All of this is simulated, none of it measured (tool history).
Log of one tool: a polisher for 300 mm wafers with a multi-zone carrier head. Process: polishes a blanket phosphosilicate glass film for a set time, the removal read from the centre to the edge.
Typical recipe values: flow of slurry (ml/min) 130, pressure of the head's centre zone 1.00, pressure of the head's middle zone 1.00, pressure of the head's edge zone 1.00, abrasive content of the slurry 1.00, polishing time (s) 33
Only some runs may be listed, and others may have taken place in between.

run    hour  flow of slurry (ml/min)  pressure of the head's centre zone  pressure of the head's middle zone  pressure of the head's edge zone  abrasive content of the slurry  polishing time (s)  wafers since the last listed run  wafers polished on this pad  hours since the slurry nozzle was cleaned  hours since the centre zone pressure was calibrated  hours since the edge zone pressure was calibrated  hours since the carrier head's membrane was replaced  incoming thickness of the incoming film, nm  film removed at the wafer's centre (nm)  film removed at mid-radius (nm)  film removed at the wafer's edge (nm)
  1     0.0                      130                                1.00                                1.00                              1.00                            1.00                  33                                 0                         3300                                      220.4                                                611.6                                              568.0                                                 238.4                                       3354.1                                    248.2                            242.2                                  242.6
  2    56.7                      130                                1.09                                1.00                              0.95                            1.00                  33                               451                         3751                                      277.1                                                668.3                                              624.7                                                 295.1                                       3348.8                                    284.4                            239.4                                  233.5
  3    81.2                      105                                1.00                                1.11                              1.08                            1.00                  29                               195                         3946                                      301.6                                                692.8                                              649.2                                                 319.6                                       3339.9                                    214.4                            218.1                                  214.4
  4   108.2                      130                                1.00                                1.00                              1.00                            1.00                  44                               214                         4161                                      328.6                                                719.8                                              676.2                                                 346.6                                       3366.4                                    348.8                            318.1                                  311.3
      114.8  -- worn pad replaced by a new one
  5   134.4                      175                                1.05                                1.00                              0.88                            1.15                  33                               176                          156                                      354.8                                                746.0                                              702.4                                                 372.8                                       3363.2                                    325.7                            292.3                                  269.1
  6   203.9                      105                                1.00                                1.00                              0.94                            1.00                  33                               553                          709                                      424.3                                                815.5                                              771.9                                                 442.3                                       3374.9                                    265.5                            243.5                                  237.6
      231.8  -- edge zone pressure recalibrated
  7   268.8                      130                                1.12                                1.00                              1.10                            0.80                  33                               500                         1210                                      489.2                                                880.4                                               37.0                                                 507.2                                       3363.0                                    262.4                            219.1                                  232.0
  8   321.2                      130                                1.00                                1.00                              1.00                            1.10                  33                               417                         1627                                      541.6                                                932.8                                               89.4                                                 559.6                                       3370.9                                    273.7                            257.6                                  254.4
      381.1  -- slurry nozzle cleaned
      410.7  -- centre zone pressure recalibrated
  9   507.8                      130                                0.97                                1.00                              0.89                            1.25                  38                              1461                         3088                                      126.7                                                 97.1                                              276.0                                                 746.2                                       3305.9                                    301.3                            317.7                                  293.5
 10   554.5                      130                                1.00                                1.00                              1.00                            1.00                  33                               371                         3460                                      173.4                                                143.8                                              322.7                                                 792.9                                       3332.8                                    241.8                            240.8                                  244.3
 11   626.1                      145                                1.00                                0.90                              1.00                            1.20                  33                               569                         4030                                      245.0                                                215.4                                              394.3                                                 864.5                                       3336.0                                    276.5                            245.0                                  263.9
      657.8  -- worn pad replaced by a new one
 12   669.0                      130                                1.09                                1.00                              1.00                            1.00                  33                               309                           89                                      287.9                                                258.3                                              437.2                                                 907.4                                       3388.0                                    293.2                            258.3                                  262.8
 13   721.4                       90                                1.09                                1.00                              1.00                            1.20                  37                               417                          506                                      340.3                                                310.7                                              489.6                                                 959.8                                       3336.3                                    320.0                            289.5                                  289.4
 14   784.6                      130                                0.90                                1.06                              1.00                            0.80                  26                               503                         1009                                      403.5                                                373.9                                              552.8                                                1023.0                                       3324.2                                    162.0                            176.7                                  170.7
 15   841.1                      130                                0.88                                0.89                              1.08                            1.00                  33                               449                         1459                                      460.0                                                430.4                                              609.3                                                1079.5                                       3329.3                                    223.5                            224.3                                  247.8
 16   881.9                      145                                1.11                                1.00                              0.96                            1.00                  33                               324                         1784                                      500.8                                                471.2                                              650.1                                                1120.3                                       3354.8                                    281.4                            253.6                                  243.4
 17   919.7                      130                                1.00                                0.89                              0.94                            1.00                  33                               300                         2084                                      538.6                                                509.0                                              687.9                                                1158.1                                       3353.7                                    258.4                            221.7                                  236.0
      931.1  -- slurry nozzle cleaned
 18   971.2                      155                                1.00                                1.00                              1.00                            1.00                  33                               402                         2486                                       40.1                                                560.5                                              739.4                                                1209.6                                       3291.0                                    260.9                            243.2                                  241.5
 19  1027.5                      120                                1.00                                1.00                              1.00                            1.00                  37                               448                         2935                                       96.4                                                616.8                                              795.7                                                1265.9                                       3310.0                                    282.9                            262.1                                  269.1
     1033.4  -- edge zone pressure recalibrated
 20  1057.2                      130                                1.00                                0.91                              0.94                            0.85                  28                               220                         3155                                      126.1                                                646.5                                               23.8                                                1295.6                                       3328.5                                    193.6                            171.1                                  177.0

Below, some changes in film removed at the wafer's centre (nm) between adjacent runs. For each, the amount present without the hidden state too (settings, incoming material, random variation) and the amount remaining for the hidden state with gauge scatter not shared by both compared results:
What the log doesn't record here: removal rate lost through wear of the pad, %; slurry flow missing at the pad, %; deviation of the centre zone's pressure from its setpoint, %; deviation of the edge zone's pressure from its setpoint, %.
Run 3 -> 4: flow of slurry (ml/min) 105 -> 130, pressure of the head's middle zone 1.11 -> 1.00, pressure of the head's edge zone 1.08 -> 1.00, polishing time (s) 29 -> 44. film removed at the wafer's centre (nm) +134.4: hidden state -2.1, all else +136.5.
Run 4 -> 5: flow of slurry (ml/min) 130 -> 175, pressure of the head's centre zone 1.00 -> 1.05, pressure of the head's edge zone 1.00 -> 0.88, abrasive content of the slurry 1.00 -> 1.15, polishing time (s) 44 -> 33, worn pad replaced by a new one. film removed at the wafer's centre (nm) -23.1: hidden state +27.4, all else -50.5.
Run 8 -> 9: pressure of the head's centre zone 1.00 -> 0.97, pressure of the head's edge zone 1.00 -> 0.89, abrasive content of the slurry 1.10 -> 1.25, polishing time (s) 33 -> 38, slurry nozzle cleaned, centre zone pressure recalibrated. film removed at the wafer's centre (nm) +27.6: hidden state -29.6, all else +57.2.
Run 13 -> 14: flow of slurry (ml/min) 90 -> 130, pressure of the head's centre zone 1.09 -> 0.90, pressure of the head's middle zone 1.00 -> 1.06, abrasive content of the slurry 1.20 -> 0.80, polishing time (s) 37 -> 26. film removed at the wafer's centre (nm) -158.0: hidden state -2.0, all else -156.0.
